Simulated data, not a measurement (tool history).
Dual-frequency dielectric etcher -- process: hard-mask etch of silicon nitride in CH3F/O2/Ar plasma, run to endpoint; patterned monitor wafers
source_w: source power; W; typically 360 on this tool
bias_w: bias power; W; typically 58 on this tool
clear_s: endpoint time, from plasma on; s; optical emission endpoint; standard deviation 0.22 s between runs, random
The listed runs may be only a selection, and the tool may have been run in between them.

run     day  source_w  bias_w  wafers since the last listed run  hours since the last wet clean  hours since the last source power generator calibration  hours since the last bias power generator calibration  hours since the last upper electrode change  incoming incoming film thickness, nm  clear_s
  1   0.000       360      58                                 0                           146.3                                                   2891.9                                                 3154.5                                       4999.4                                 31.94     53.7
  2   1.008       360      58                               308                           170.5                                                   2916.1                                                 3178.7                                       5023.6                                 32.01     54.0
      2.142  -- upper electrode replaced
  3   2.700       360      58                               211                           211.1                                                   2956.7                                                 3219.3                                         13.4                                 31.96     53.7
  4   4.325       360      58                               496                           250.1                                                   2995.7                                                 3258.3                                         52.4                                 32.01     54.5
  5   6.888       360      58                               783                           311.6                                                   3057.2                                                 3319.8                                        113.9                                 31.95     54.1
  6   9.267       400      58                               727                           368.7                                                   3114.3                                                 3376.9                                        171.0                                 32.19     53.4
  7  10.988       400      58                               525                           410.0                                                   3155.6                                                 3418.2                                        212.3                                 31.81     52.3
  8  13.712       400      58                               832                           475.4                                                   3221.0                                                 3483.6                                        277.7                                 32.11     52.9
  9  16.438       410      65                               832                           540.8                                                   3286.4                                                 3549.0                                        343.1                                 32.32     51.4
     16.638  -- source power generator calibrated
 10  18.300       440      71                               518                           585.5                                                     39.9                                                 3593.7                                        387.8                                 31.87     48.3
     19.458  -- wet clean of the chamber
 11  20.950       420      54                               504                            35.8                                                    103.5                                                 3657.3                                        451.4                                 31.98     52.5
 12  22.225       430      64                               389                            66.4                                                    134.1                                                 3687.9                                        482.0                                 31.86     49.2
     23.133  -- bias power generator calibrated
 13  24.783       360      58                               731                           127.8                                                    195.5                                                   39.6                                        543.4                                 32.00     53.6
 14  26.979       440      50                               671                           180.5                                                    248.2                                                   92.3                                        596.1                                 32.03     52.9
 15  29.083       280      67                               643                           231.0                                                    298.7                                                  142.8                                        646.6                                 31.91     55.9
 16  31.008       360      45                               588                           277.2                                                    344.9                                                  189.0                                        692.8                                 32.23     58.8
 17  36.821       360      58                              1776                           416.7                                                    484.4                                                  328.5                                        832.3                                 31.93     54.3
 18  38.583       310      68                               538                           459.0                                                    526.7                                                  370.8                                        874.6                                 32.34     55.3
 19  40.442       420      54                               567                           503.6                                                    571.3                                                  415.4                                        919.2                                 32.09     53.2
     43.333  -- wet clean of the chamber
 20  43.354       360      69                               584                             0.5                                                    641.2                                                  485.3                                        989.1                                 32.25     51.6
 21  43.654       430      64                                91                             7.7                                                    648.4                                                  492.5                                        996.3                                 32.11     49.7
 22  46.196       420      51                               776                            68.7                                                    709.4                                                  553.5                                       1057.3                                 32.22     53.8
 23  48.662       360      58                               753                           127.9                                                    768.6                                                  612.7                                       1116.5                                 32.04     54.1
 24  50.500       360      68                               561                           172.0                                                    812.7                                                  656.8                                       1160.6                                 32.14     51.8
 25  52.371       360      58                               571                           216.9                                                    857.6                                                  701.7                                       1205.5                                 31.63     53.8
 26  54.896       320      66                               771                           277.5                                                    918.2                                                  762.3                                       1266.1                                 32.18     54.7
 27  56.317       360      44                               434                           311.6                                                    952.3                                                  796.4                                       1300.2                                 31.81     58.4
 28  58.296       360      58                               604                           359.1                                                    999.8                                                  843.9                                       1347.7                                 31.66     53.9
 29  60.346       360      71                               626                           408.3                                                   1049.0                                                  893.1                                       1396.9                                 32.10     51.5
 30  61.842       400      63                               457                           444.2                                                   1084.9                                                  929.0                                       1432.8                                 32.00     52.1
     64.196  -- wet clean of the chamber
 31  64.217       360      58                               420                             0.5                                                   1141.9                                                  986.0                                       1489.8                                 31.94     53.8
 32  65.442       360      58                               374                            29.9                                                   1171.3                                                 1015.4                                       1519.2                                 31.94     53.7
 33  68.325       360      58                               881                            99.1                                                   1240.5                                                 1084.6                                       1588.4                                 31.98     53.7
 34  70.054       430      58                               528                           140.6                                                   1282.0                                                 1126.1                                       1629.9                                 31.80     50.5

The tool's hidden state at each run:
source power that arrives over what is set, %: 0 at every run
bias power that arrives over what is set, %: 0 at every run
H1: etch rate over this chamber's usual, %
run      H1
  1  -0.512
  2  -0.605
  3  -0.762
  4  -0.913
  5   -1.15
  6   -1.37
  7   -1.53
  8   -1.78
  9   -2.04
 10   -2.21
 11    -0.2
 12  -0.318
 13  -0.556
 14  -0.759
 15  -0.955
 16   -1.13
 17   -1.67
 18   -1.84
 19   -2.01
 20  -0.137
 21  -0.165
 22    -0.4
 23  -0.629
 24    -0.8
 25  -0.973
 26   -1.21
 27   -1.34
 28   -1.52
 29   -1.71
 30   -1.85
 31  -0.188
 32  -0.302
 33   -0.57
 34   -0.73
